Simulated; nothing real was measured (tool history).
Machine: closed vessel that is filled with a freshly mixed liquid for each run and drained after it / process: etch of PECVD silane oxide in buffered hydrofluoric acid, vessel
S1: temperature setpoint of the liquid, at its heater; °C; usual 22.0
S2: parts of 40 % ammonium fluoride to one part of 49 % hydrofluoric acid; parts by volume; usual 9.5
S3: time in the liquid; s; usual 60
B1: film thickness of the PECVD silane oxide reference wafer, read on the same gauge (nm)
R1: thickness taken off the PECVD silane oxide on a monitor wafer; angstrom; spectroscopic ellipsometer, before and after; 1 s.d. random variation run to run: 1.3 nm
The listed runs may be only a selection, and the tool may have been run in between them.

run	day	S1	S2	S3	B1	R1
1	0.000	22.0	9.5	60	110.02	1486.1
2	1.854	22.0	9.5	60	110.00	1476.6
3	4.608	22.0	9.5	60	110.00	1490.8
4	7.062	23.0	9.5	60	109.98	1561.1
# day 7.696: thermometer replaced
5	8.683	22.0	9.5	60	110.05	1460.5
6	11.121	22.0	9.5	60	110.00	1482.3
# day 11.496: hydrofluoric acid flow meter replaced
7	12.467	22.0	9.5	60	110.01	1534.7
8	15.150	22.0	8.5	60	109.98	1680.9
9	16.704	22.0	8.5	60	110.01	1690.4
10	19.408	22.0	12.0	60	109.93	1232.5
11	21.788	22.0	9.5	60	110.04	1518.4
12	28.054	24.5	10.5	80	110.00	2151.9
13	29.983	22.0	9.5	60	110.01	1534.9
14	31.200	22.0	9.5	60	110.03	1529.0
15	33.992	19.5	8.0	70	110.04	1804.4
16	35.500	27.0	6.5	35	109.97	1670.6
17	38.025	22.0	9.5	60	110.03	1514.7
# day 38.317: gauge calibrated
18	40.642	22.0	9.5	60	110.02	1497.2
19	43.571	25.5	9.5	30	109.98	922.6
20	45.258	22.0	9.5	60	110.02	1510.1

What will run 21 give?
21	47.133	20.5	12.5	70	?	?

{"run 21": {"B1": 110.01, "R1": 1247.7}}
Were there no unlogged condition in the tool, this run, its random variation unchanged, would have produced R1 1286.3 angstrom.
